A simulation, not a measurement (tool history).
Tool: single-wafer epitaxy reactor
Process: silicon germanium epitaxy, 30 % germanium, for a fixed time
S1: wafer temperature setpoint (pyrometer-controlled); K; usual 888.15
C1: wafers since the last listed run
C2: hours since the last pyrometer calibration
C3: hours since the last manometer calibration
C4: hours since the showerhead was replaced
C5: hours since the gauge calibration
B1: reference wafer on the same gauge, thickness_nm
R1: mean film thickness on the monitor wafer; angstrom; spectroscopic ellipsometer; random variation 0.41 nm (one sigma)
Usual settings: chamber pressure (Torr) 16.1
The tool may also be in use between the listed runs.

{"run": 1, "hour": 0.0, "S1": 888.15, "chamber pressure (Torr)": 16.1, "C1": 0, "C2": 679.5, "C3": 963.8, "C4": 8269.5, "C5": 368.9, "B1": 65.15, "R1": 720.05}
{"run": 2, "hour": 26.2, "S1": 888.15, "chamber pressure (Torr)": 16.1, "C1": 367, "C2": 705.7, "C3": 990, "C4": 8295.7, "C5": 395.1, "B1": 65.124, "R1": 718.41}
{"run": 3, "hour": 45.5, "S1": 888.15, "chamber pressure (Torr)": 16.1, "C1": 270, "C2": 725, "C3": 1009.3, "C4": 8315, "C5": 414.4, "B1": 65.104, "R1": 719.32}
{"run": 4, "hour": 80.1, "S1": 888.15, "chamber pressure (Torr)": 16.1, "C1": 485, "C2": 759.6, "C3": 1043.9, "C4": 8349.6, "C5": 449, "B1": 65.192, "R1": 722.52}
{"run": 5, "hour": 94.8, "S1": 888.15, "chamber pressure (Torr)": 16.1, "C1": 206, "C2": 774.3, "C3": 1058.6, "C4": 8364.3, "C5": 463.7, "B1": 65.16, "R1": 734.27}
{"run": 6, "hour": 112.9, "S1": 888.15, "chamber pressure (Torr)": 18.7, "C1": 253, "C2": 792.4, "C3": 1076.7, "C4": 8382.4, "C5": 481.8, "B1": 65.144, "R1": 788.44}
{"run": 7, "hour": 126.9, "S1": 888.15, "chamber pressure (Torr)": 17.1, "C1": 196, "C2": 806.4, "C3": 1090.7, "C4": 8396.4, "C5": 495.8, "B1": 65.215, "R1": 755.14}
{"run": 8, "hour": 139.4, "S1": 888.15, "chamber pressure (Torr)": 17.1, "C1": 175, "C2": 818.9, "C3": 1103.2, "C4": 8408.9, "C5": 508.3, "B1": 65.183, "R1": 754.1}
{"run": 9, "hour": 152.8, "S1": 888.15, "chamber pressure (Torr)": 17.1, "C1": 187, "C2": 832.3, "C3": 1116.6, "C4": 8422.3, "C5": 521.7, "B1": 65.007, "R1": 755.47}
{"run": 10, "hour": 173.4, "S1": 888.15, "chamber pressure (Torr)": 16.1, "C1": 288, "C2": 852.9, "C3": 1137.2, "C4": 8442.9, "C5": 542.3, "B1": 65.055, "R1": 723.41}
{"run": 11, "hour": 185.6, "S1": 888.15, "chamber pressure (Torr)": 16.1, "C1": 171, "C2": 865.1, "C3": 1149.4, "C4": 8455.1, "C5": 554.5, "B1": 65.074, "R1": 729.1}
{"run": 12, "hour": 217.9, "S1": 888.15, "chamber pressure (Torr)": 17.5, "C1": 453, "C2": 897.4, "C3": 1181.7, "C4": 8487.4, "C5": 586.8, "B1": 65.165, "R1": 762.45}
{"run": 13, "hour": 243.7, "S1": 888.15, "chamber pressure (Torr)": 17.5, "C1": 361, "C2": 923.2, "C3": 1207.5, "C4": 8513.2, "C5": 612.6, "B1": 65.073, "R1": 763.56}
{"run": 14, "hour": 267.6, "S1": 888.15, "chamber pressure (Torr)": 17.5, "C1": 335, "C2": 947.1, "C3": 1231.4, "C4": 8537.1, "C5": 636.5, "B1": 65.07, "R1": 767.03}
{"run": 15, "hour": 286.9, "S1": 888.15, "chamber pressure (Torr)": 16.1, "C1": 270, "C2": 966.4, "C3": 1250.7, "C4": 8556.4, "C5": 655.8, "B1": 65.28, "R1": 725.11}
{"hour": 297.2, "done": "showerhead replaced"}
{"run": 16, "hour": 300.3, "S1": 888.15, "chamber pressure (Torr)": 16.1, "C1": 75, "C2": 979.8, "C3": 1264.1, "C4": 3.1, "C5": 669.2, "B1": 64.915, "R1": 731.49}
{"run": 17, "hour": 320.4, "S1": 888.15, "chamber pressure (Torr)": 17.7, "C1": 281, "C2": 999.9, "C3": 1284.2, "C4": 23.2, "C5": 689.3, "B1": 64.966, "R1": 764.68}
{"run": 18, "hour": 354.4, "S1": 879.15, "chamber pressure (Torr)": 17.9, "C1": 476, "C2": 1033.9, "C3": 1318.2, "C4": 57.2, "C5": 723.3, "B1": 65.217, "R1": 651.01}
{"run": 19, "hour": 399.1, "S1": 888.15, "chamber pressure (Torr)": 17.2, "C1": 627, "C2": 1078.6, "C3": 1362.9, "C4": 101.9, "C5": 768, "B1": 65.019, "R1": 754.01}
{"run": 20, "hour": 424.4, "S1": 875.15, "chamber pressure (Torr)": 18.7, "C1": 354, "C2": 1103.9, "C3": 1388.2, "C4": 127.2, "C5": 793.3, "B1": 65.073, "R1": 618.2}
{"hour": 454.5, "done": "gauge calibrated"}
{"run": 21, "hour": 454.6, "S1": 899.15, "chamber pressure (Torr)": 12.4, "C1": 423, "C2": 1134.1, "C3": 1418.4, "C4": 157.4, "C5": 0.1, "B1": 64.963, "R1": 781.26}
{"run": 22, "hour": 471.3, "S1": 877.15, "chamber pressure (Torr)": 16.1, "C1": 234, "C2": 1150.8, "C3": 1435.1, "C4": 174.1, "C5": 16.8, "B1": 65.001, "R1": 594.59}
{"run": 23, "hour": 489.5, "S1": 888.15, "chamber pressure (Torr)": 16.1, "C1": 255, "C2": 1169, "C3": 1453.3, "C4": 192.3, "C5": 35, "B1": 65.115, "R1": 731.29}
{"run": 24, "hour": 524.6, "S1": 892.15, "chamber pressure (Torr)": 14.1, "C1": 492, "C2": 1204.1, "C3": 1488.4, "C4": 227.4, "C5": 70.1, "B1": 65.065, "R1": 734.46}
{"hour": 547.4, "done": "capacitance manometer re-zeroed and calibrated"}
{"run": 25, "hour": 547.9, "S1": 888.15, "chamber pressure (Torr)": 18.9, "C1": 214, "C2": 1227.4, "C3": 0.5, "C4": 250.7, "C5": 93.4, "B1": 65.01, "R1": 805.21}
{"run": 26, "hour": 578.4, "S1": 876.15, "chamber pressure (Torr)": 18.8, "C1": 427, "C2": 1257.9, "C3": 31, "C4": 281.2, "C5": 123.9, "B1": 65.036, "R1": 635.15}
{"run": 27, "hour": 606.2, "S1": 883.15, "chamber pressure (Torr)": 16.1, "C1": 390, "C2": 1285.7, "C3": 58.8, "C4": 309, "C5": 151.7, "B1": 65.084, "R1": 674.9}
{"hour": 628.1, "done": "pyrometer calibrated"}
{"run": 28, "hour": 640.0, "S1": 877.15, "chamber pressure (Torr)": 15.1, "C1": 361, "C2": 11.9, "C3": 92.6, "C4": 342.8, "C5": 185.5, "B1": 65.066, "R1": 537.87}
{"run": 29, "hour": 662.4, "S1": 899.15, "chamber pressure (Torr)": 12.4, "C1": 314, "C2": 34.3, "C3": 115, "C4": 365.2, "C5": 207.9, "B1": 65.098, "R1": 738.1}
{"run": 30, "hour": 679.4, "S1": 897.15, "chamber pressure (Torr)": 14.2, "C1": 238, "C2": 51.3, "C3": 132, "C4": 382.2, "C5": 224.9, "B1": 65.102, "R1": 762.67}
{"run": 31, "hour": 703.4, "S1": 898.15, "chamber pressure (Torr)": 17.2, "C1": 336, "C2": 75.3, "C3": 156, "C4": 406.2, "C5": 248.9, "B1": 65.034, "R1": 882.31}
{"run": 32, "hour": 727.4, "S1": 873.15, "chamber pressure (Torr)": 16.1, "C1": 336, "C2": 99.3, "C3": 180, "C4": 430.2, "C5": 272.9, "B1": 64.991, "R1": 519.13}
{"run": 33, "hour": 762.4, "S1": 888.15, "chamber pressure (Torr)": 16.1, "C1": 491, "C2": 134.3, "C3": 215, "C4": 465.2, "C5": 307.9, "B1": 65.078, "R1": 698.89}
{"run": 34, "hour": 784.2, "S1": 888.15, "chamber pressure (Torr)": 14.7, "C1": 305, "C2": 156.1, "C3": 236.8, "C4": 487, "C5": 329.7, "B1": 65.181, "R1": 661.06}
{"run": 35, "hour": 806.1, "S1": 898.15, "chamber pressure (Torr)": 14.7, "C1": 307, "C2": 178, "C3": 258.7, "C4": 508.9, "C5": 351.6, "B1": 65.095, "R1": 809.72}
{"run": 36, "hour": 826.7, "S1": 888.15, "chamber pressure (Torr)": 17.5, "C1": 288, "C2": 198.6, "C3": 279.3, "C4": 529.5, "C5": 372.2, "B1": 65.083, "R1": 738.16}

What the log doesn't show, run by run:
true pressure above the setpoint (%): 0 in every run
gauge reads high (%): 0 in every run
H1: wafer temperature above the value expected at the setpoint (K)
run=1 H1=1.51
run=2 H1=1.57
run=3 H1=1.62
run=4 H1=1.7
run=5 H1=1.74
run=6 H1=1.78
run=7 H1=1.81
run=8 H1=1.84
run=9 H1=1.88
run=10 H1=1.93
run=11 H1=1.95
run=12 H1=2.03
run=13 H1=2.09
run=14 H1=2.15
run=15 H1=2.2
run=16 H1=2.23
run=17 H1=2.28
run=18 H1=2.36
run=19 H1=2.46
run=20 H1=2.53
run=21 H1=2.6
run=22 H1=2.64
run=23 H1=2.68
run=24 H1=2.76
run=25 H1=2.82
run=26 H1=2.89
run=27 H1=2.96
run=28 H1=-0.306
run=29 H1=-0.253
run=30 H1=-0.212
run=31 H1=-0.155
run=32 H1=-0.0975
run=33 H1=-0.0139
run=34 H1=0.0382
run=35 H1=0.0905
run=36 H1=0.14

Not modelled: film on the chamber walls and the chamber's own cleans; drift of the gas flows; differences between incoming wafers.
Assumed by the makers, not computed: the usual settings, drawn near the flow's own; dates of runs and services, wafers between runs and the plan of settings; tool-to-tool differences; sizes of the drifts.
